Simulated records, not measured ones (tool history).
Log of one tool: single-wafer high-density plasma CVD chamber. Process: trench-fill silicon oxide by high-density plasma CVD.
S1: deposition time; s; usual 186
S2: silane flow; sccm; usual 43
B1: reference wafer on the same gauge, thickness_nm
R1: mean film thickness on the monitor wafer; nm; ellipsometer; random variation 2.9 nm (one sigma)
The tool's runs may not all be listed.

| run | hour | S1 | S2 | B1 | R1 |
|---|---|---|---|---|---|
| 1 | 0 | 206 | 46 | 718.912 | 875.67 |
| 2 | 40.5 | 206 | 46 | 720.395 | 875.57 |
| 3 | 89.8 | 206 | 46 | 720.82 | 880 |
| 4 | 132.7 | 186 | 43 | 721.625 | 754.601 |
| 5 | 181.5 | 186 | 43 | 721.723 | 758.337 |
| 6 | 243 | 186 | 43 | 722.697 | 756.112 |
|  | 257.3 | gauge calibrated |
| 7 | 270.6 | 205 | 43 | 701.486 | 807.688 |
| 8 | 327 | 209 | 47 | 705.765 | 882.92 |
|  | 345.1 | silane flow controller replaced |
| 9 | 388.5 | 155 | 36 | 709.282 | 556.713 |
| 10 | 432.7 | 186 | 43 | 710.553 | 743.237 |
| 11 | 459.8 | 153 | 40 | 712.078 | 590.754 |
| 12 | 503.2 | 186 | 43 | 712.996 | 751.181 |
| 13 | 545.2 | 186 | 40 | 714.92 | 716.637 |
| 14 | 587.9 | 186 | 41 | 715.045 | 720.777 |

Forecast each of these 4 alternatives for the next run:
| A | 588.4 | 186 | 39 | ? | ? |
| B | 588.4 | 165 | 43 | ? | ? |
| C | 588.4 | 217 | 39 | ? | ? |
| D | 588.4 | 175 | 43 | ? | ? |

| run | B1 | R1 |
|---|---|---|
| A | 714.843 | 707.54 |
| B | 714.843 | 667.326 |
| C | 714.843 | 825.463 |
| D | 714.843 | 707.77 |
Without the tool's hidden state the same runs would have given:
| run | R1 |
|---|---|
| A | 695.334 |
| B | 655.814 |
| C | 811.223 |
| D | 695.56 |
